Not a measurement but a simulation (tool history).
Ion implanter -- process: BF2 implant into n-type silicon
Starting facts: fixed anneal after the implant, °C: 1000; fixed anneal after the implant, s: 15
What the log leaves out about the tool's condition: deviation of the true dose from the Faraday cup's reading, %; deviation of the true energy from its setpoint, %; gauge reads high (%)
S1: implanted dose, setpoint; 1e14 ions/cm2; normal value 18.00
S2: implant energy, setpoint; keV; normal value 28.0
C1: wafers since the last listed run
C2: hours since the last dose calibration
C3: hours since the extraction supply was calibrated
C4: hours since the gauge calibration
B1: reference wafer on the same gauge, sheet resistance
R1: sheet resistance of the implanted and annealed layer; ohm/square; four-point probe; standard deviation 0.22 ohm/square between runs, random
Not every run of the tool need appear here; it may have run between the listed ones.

run,hour,S1,S2,C1,C2,C3,C4,B1,R1
1,0.0,18.00,28.0,0,449.9,5170.9,169.5,153.94,149.03
2,7.8,18.00,28.0,146,457.7,5178.7,177.3,153.96,149.70
3,19.4,18.00,28.0,218,469.3,5190.3,188.9,153.95,149.33
4,34.8,18.00,28.0,289,484.7,5205.7,204.3,154.11,149.60
5,45.2,18.00,28.0,195,495.1,5216.1,214.7,154.01,149.47
6,51.6,16.54,28.0,120,501.5,5222.5,221.1,153.98,151.31
7,96.8,16.54,28.0,850,546.7,5267.7,266.3,153.98,151.45
8,108.4,19.64,28.0,218,558.3,5279.3,277.9,154.01,148.43
9,116.1,19.64,28.0,144,566.0,5287.0,285.6,153.99,148.16
10,125.7,19.64,28.0,180,575.6,5296.6,295.2,154.07,148.06
11,143.0,19.27,28.0,325,592.9,5313.9,312.5,154.03,148.15
12,149.6,19.27,28.0,124,599.5,5320.5,319.1,153.92,148.25
13,159.2,19.27,28.0,180,609.1,5330.1,328.7,153.99,147.99
14,174.9,18.00,31.5,295,624.8,5345.8,344.4,153.99,140.61
# hour 193.2: Faraday cup replaced and dose calibrated
# hour 201.1: extraction supply calibrated
15,201.6,14.92,34.0,203,8.4,0.5,371.1,153.97,137.38
16,201.9,18.00,28.0,5,8.7,0.8,371.4,153.94,147.99
17,213.3,18.00,22.5,214,20.1,12.2,382.8,153.97,166.69
18,230.9,20.03,33.0,331,37.7,29.8,400.4,153.99,134.26
19,243.9,18.00,23.0,244,50.7,42.8,413.4,154.14,164.67
20,254.4,18.00,28.0,197,61.2,53.3,423.9,154.02,148.74
21,264.7,12.94,37.0,193,71.5,63.6,434.2,153.90,135.58
22,273.7,18.00,28.0,169,80.5,72.6,443.2,154.08,148.57
23,281.6,15.78,32.5,148,88.4,80.5,451.1,154.04,139.61
24,297.1,20.04,31.5,291,103.9,96.0,466.6,153.92,137.72
25,313.0,18.00,28.0,299,119.8,111.9,482.5,153.94,148.20
26,325.4,22.24,24.0,233,132.2,124.3,494.9,154.00,157.78
# hour 334.3: gauge calibrated
27,335.9,18.00,28.0,197,142.7,134.8,1.6,154.03,148.59
28,348.0,13.49,25.0,227,154.8,146.9,13.7,153.83,164.59
29,359.0,18.00,28.0,206,165.8,157.9,24.7,153.87,148.25
30,367.0,22.79,22.5,150,173.8,165.9,32.7,153.83,163.04
31,374.0,18.00,28.0,131,180.8,172.9,39.7,154.00,148.87
32,387.2,22.83,36.5,248,194.0,186.1,52.9,154.04,125.77
33,402.7,21.47,33.0,291,209.5,201.6,68.4,154.05,133.83
34,412.8,18.00,28.0,189,219.6,211.7,78.5,153.85,149.04
35,422.6,18.00,28.0,184,229.4,221.5,88.3,154.13,148.67
36,434.5,22.47,24.0,223,241.3,233.4,100.2,153.99,157.80
37,440.7,14.89,32.0,116,247.5,239.6,106.4,154.07,142.69
38,450.3,14.34,24.5,180,257.1,249.2,116.0,154.04,164.90

What if the next run were any one of these 3? Each begins from the tool's condition after run 38:
A,450.7,13.86,28.0,7,257.5,249.6,116.4,?,?
B,450.7,21.79,34.5,7,257.5,249.6,116.4,?,?
C,450.7,18.00,36.0,7,257.5,249.6,116.4,?,?

run,B1,R1
A,154.00,154.90
B,154.00,130.65
C,154.00,130.14
What these runs would have given with no unlogged condition in the tool:
run,R1
A,154.36
B,130.46
C,129.84

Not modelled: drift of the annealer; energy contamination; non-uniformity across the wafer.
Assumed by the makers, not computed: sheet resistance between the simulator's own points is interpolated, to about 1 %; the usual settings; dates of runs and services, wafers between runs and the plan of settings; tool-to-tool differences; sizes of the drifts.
